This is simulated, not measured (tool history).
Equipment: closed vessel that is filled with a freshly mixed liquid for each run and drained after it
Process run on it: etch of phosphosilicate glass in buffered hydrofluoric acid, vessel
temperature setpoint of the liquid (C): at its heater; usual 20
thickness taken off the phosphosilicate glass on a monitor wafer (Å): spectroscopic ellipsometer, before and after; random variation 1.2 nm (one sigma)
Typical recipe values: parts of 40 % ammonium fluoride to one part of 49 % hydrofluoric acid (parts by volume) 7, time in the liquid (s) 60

run     day  temperature setpoint of the liquid (C)  parts of 40 % ammonium fluoride to one part of 49 % hydrofluoric acid (parts by volume)  time in the liquid (s)  wafers since the last listed run  hours since the thermometer was replaced  hours since the hydrofluoric acid flow meter was replaced  hours since the gauge calibration  read-back film thickness of the phosphosilicate glass reference wafer, read on the same gauge (nm)  thickness taken off the phosphosilicate glass on a monitor wafer (Å)
  1       0                                      20                                                                                        9                      60                                 0                                    1038.4                                                       11.3                               96.5                                                                                              130.01                                                                1633.5
  2   2.242                                      20                                                                                        7                      60                              4380                                    1092.2                                                       65.1                              150.3                                                                                              130.01                                                                2118.7
  3   4.067                                      20                                                                                        7                      60                              3566                                      1136                                                      108.9                              194.1                                                                                              130.02                                                                2118.9
  4   6.054                                      23                                                                                        7                      60                              3883                                    1183.7                                                      156.6                              241.8                                                                                                 130                                                                2522.4
  5   8.658                                      20                                                                                        7                      60                              5088                                    1246.2                                                      219.1                              304.3                                                                                                 130                                                                2123.3
  6   9.796                                      20                                                                                        7                      60                              2222                                    1273.5                                                      246.4                              331.6                                                                                              130.02                                                                2134.4
  7  11.475                                      20                                                                                        7                      60                              3281                                    1313.8                                                      286.7                              371.9                                                                                                 130                                                                  2111
  8  14.142                                      20                                                                                        7                      60                              5210                                    1377.8                                                      350.7                              435.9                                                                                              130.01                                                                2131.1
  9  15.671                                      20                                                                                        7                      60                              2988                                    1414.5                                                      387.4                              472.6                                                                                                 130                                                                2094.7
 10  17.496                                    18.5                                                                                        7                      60                              3566                                    1458.3                                                      431.2                              516.4                                                                                                 130                                                                1932.3
     19.671  -- thermometer replaced
 11  19.692                                      20                                                                                        7                      60                              4209                                       0.5                                                      483.9                              569.1                                                                                              129.99                                                                1956.1
 12  21.242                                      20                                                                                        7                      60                              3028                                      37.7                                                      521.1                              606.3                                                                                                 130                                                                1934.2
 13  22.633                                      20                                                                                        7                      60                              2719                                      71.1                                                      554.5                              639.7                                                                                              129.98                                                                1928.7
 14  24.483                                      20                                                                                        7                      60                              3614                                     115.5                                                      598.9                              684.1                                                                                              130.01                                                                1917.3
 15  26.042                                      20                                                                                        7                      75                              3045                                     152.9                                                      636.3                              721.5                                                                                              129.99                                                                2402.2
 16  28.062                                      20                                                                                        7                      35                              3948                                     201.4                                                      684.8                                770                                                                                              129.99                                                                  1134
         29  -- hydrofluoric acid flow meter replaced
 17  30.425                                      20                                                                                        7                      60                              4534                                     258.1                                                       34.2                              826.7                                                                                                 130                                                                2029.4
 18  32.012                                      20                                                                                      5.5                      75                              3102                                     296.2                                                       72.3                              864.8                                                                                                 130                                                                3083.6
 19  34.279                                    17.5                                                                                       10                      45                              4429                                     350.6                                                      126.7                              919.2                                                                                                 130                                                                   931
     35.521  -- gauge calibrated
 20  35.908                                    18.5                                                                                        7                      60                              3183                                     389.7                                                      165.8                                9.3                                                                                              130.01                                                                1844.5
 21  38.883                                    17.5                                                                                       10                      45                              5813                                     461.1                                                      237.2                               80.7                                                                                              130.02                                                                 935.4
 22  40.779                                      20                                                                                        5                      30                              3704                                     506.6                                                      282.7                              126.2                                                                                              130.02                                                                1345.3
 23  42.633                                      17                                                                                        5                      30                              3623                                     551.1                                                      327.2                              170.7                                                                                              130.01                                                                1130.9
 24  44.388                                      20                                                                                        8                      35                              3427                                     593.2                                                      369.3                              212.8                                                                                              130.01                                                                1010.5
 25  46.821                                      17                                                                                        7                      30                              4754                                     651.6                                                      427.7                              271.2                                                                                              130.02                                                                 835.5
 26  49.262                                      20                                                                                       10                      60                              4771                                     710.2                                                      486.3                              329.8                                                                                                 130                                                                1425.7
 27   52.15                                    24.5                                                                                        7                      85                              5642                                     779.5                                                      555.6                              399.1                                                                                              129.98                                                                3596.4
 28  56.462                                    22.5                                                                                        5                      95                              8426                                       883                                                      659.1                              502.6                                                                                              130.01                                                                4855.7
     57.075  -- hydrofluoric acid flow meter replaced
 29  59.408                                      20                                                                                        7                      60                              5674                                     953.7                                                         56                              573.3                                                                                              130.02                                                                2076.4

Below, each run's measurement less what the same run would have read without the hidden state. Both values contain the same run-to-run variation, but the gauge's scatter may not be the same in both:
The hidden state here: liquid hotter than its thermometer reads (K); hydrofluoric acid flow below the setpoint (%); gauge reads high (%).
run  thickness taken off the phosphosilicate glass on a monitor wafer (Å)
  1                                                                 +87.2
  2                                                                +107.2
  3                                                                +104.4
  4                                                                +117.1
  5                                                                 +95.1
  6                                                                 +94.4
  7                                                                 +89.6
  8                                                                 +85.1
  9                                                                   +81
 10                                                                 +72.2
 11                                                                 -81.1
 12                                                                 -83.4
 13                                                                 -86.5
 14                                                                 -89.1
 15                                                                -115.6
 16                                                                   -57
 17                                                                  -0.8
 18                                                                  +4.5
 19                                                                  -1.8
 20                                                                 -10.3
 21                                                                  -4.9
 22                                                                  -4.7
 23                                                                  -4.2
 24                                                                 -14.4
 25                                                                 -13.3
 26                                                                 -20.2
 27                                                                 -82.6
 28                                                                 -62.5
 29                                                                 +70.2
